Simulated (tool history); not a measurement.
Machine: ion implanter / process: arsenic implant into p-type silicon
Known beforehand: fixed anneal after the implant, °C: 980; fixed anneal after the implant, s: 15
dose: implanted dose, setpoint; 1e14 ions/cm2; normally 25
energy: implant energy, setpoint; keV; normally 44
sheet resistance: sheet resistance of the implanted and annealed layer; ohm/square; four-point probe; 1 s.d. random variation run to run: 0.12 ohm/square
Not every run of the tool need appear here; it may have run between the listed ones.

run   hour   dose  energy  read-back reference wafer on the same gauge, sheet resistance  sheet resistance
  1      0     25      44                                                          78.73             83.29
  2   21.5     25      44                                                          78.68             83.22
  3   35.3     25      44                                                          78.68             83.29
  4   68.3     25      44                                                          78.72             83.24
  5   95.3     25      44                                                          78.69             83.27
  6  133.4     25      44                                                          78.75             83.46
  7  159.4     25      44                                                          78.69             83.48
     168.6  -- gauge calibrated
  8  232.6     25      44                                                          78.68             83.46
  9  314.5     25      44                                                          78.77              83.6
     332.5  -- extraction supply calibrated
 10  343.6     25      44                                                          78.71             81.22
 11  355.6     25      44                                                          78.71             81.15
 12    375     25      44                                                          78.66             81.45
 13  402.7     25      44                                                           78.7             81.26
 14  416.6  19.11      35                                                          78.68             95.47
 15  443.7     25      44                                                          78.69             81.27
 16  477.6  17.67      36                                                          78.69             95.92
 17    507  28.24      52                                                          78.72             73.09
 18  541.4     25    55.5                                                          78.65             72.71
 19    566  21.72      33                                                          78.69             95.99
 20  581.9  20.86      44                                                          78.66             84.03
 21  617.2   31.5    58.5                                                          78.71             67.35
       638  -- Faraday cup replaced and dose calibrated
 22  638.5  30.92    34.5                                                           78.7             89.83
 23    659   31.5    58.5                                                          78.68             67.33
 24  686.9     25      44                                                          78.68             81.45
 25    704  21.05    50.5                                                          78.73             79.42
 26  735.9  30.35      44                                                          78.72             78.72
 27  748.1   22.8    54.5                                                          78.74             75.32
 28    773  30.07    56.5                                                          78.76             69.03
 29  791.4  18.59    29.5                                                          78.68            104.13
 30  810.9  20.23    54.5                                                          78.69              78.2
 31  833.6     25      44                                                          78.71             81.56
 32  863.2  19.94    48.5                                                          78.73             81.93
 33  878.2     25      44                                                          78.73             81.43
 34  900.7     25      40                                                          78.76             85.41
 35  932.7  27.44      37                                                          78.69             87.42
 36  956.6  31.81    51.5                                                          78.67              71.9

Each row is a separate what-if for the run after 36, all from the same tool condition, not one after another. Results?
  A   957     25      44                                                              ?                 ?
  B   957   31.7      44                                                              ?                 ?
  C   957  20.61      37                                                              ?                 ?
  D   957  20.53      48                                                              ?                 ?
  E   957  30.17    39.5                                                              ?                 ?

run  read-back reference wafer on the same gauge, sheet resistance  sheet resistance
  A                                                          78.74              81.1
  B                                                          78.74             78.18
  C                                                          78.74             91.32
  D                                                          78.74             81.43
  E                                                          78.74             83.48
The same runs, with their run-to-run variation unchanged, on a tool lacking any hidden condition would have given:
run  sheet resistance
  A             81.27
  B             78.36
  C              91.5
  D             81.57
  E             83.67
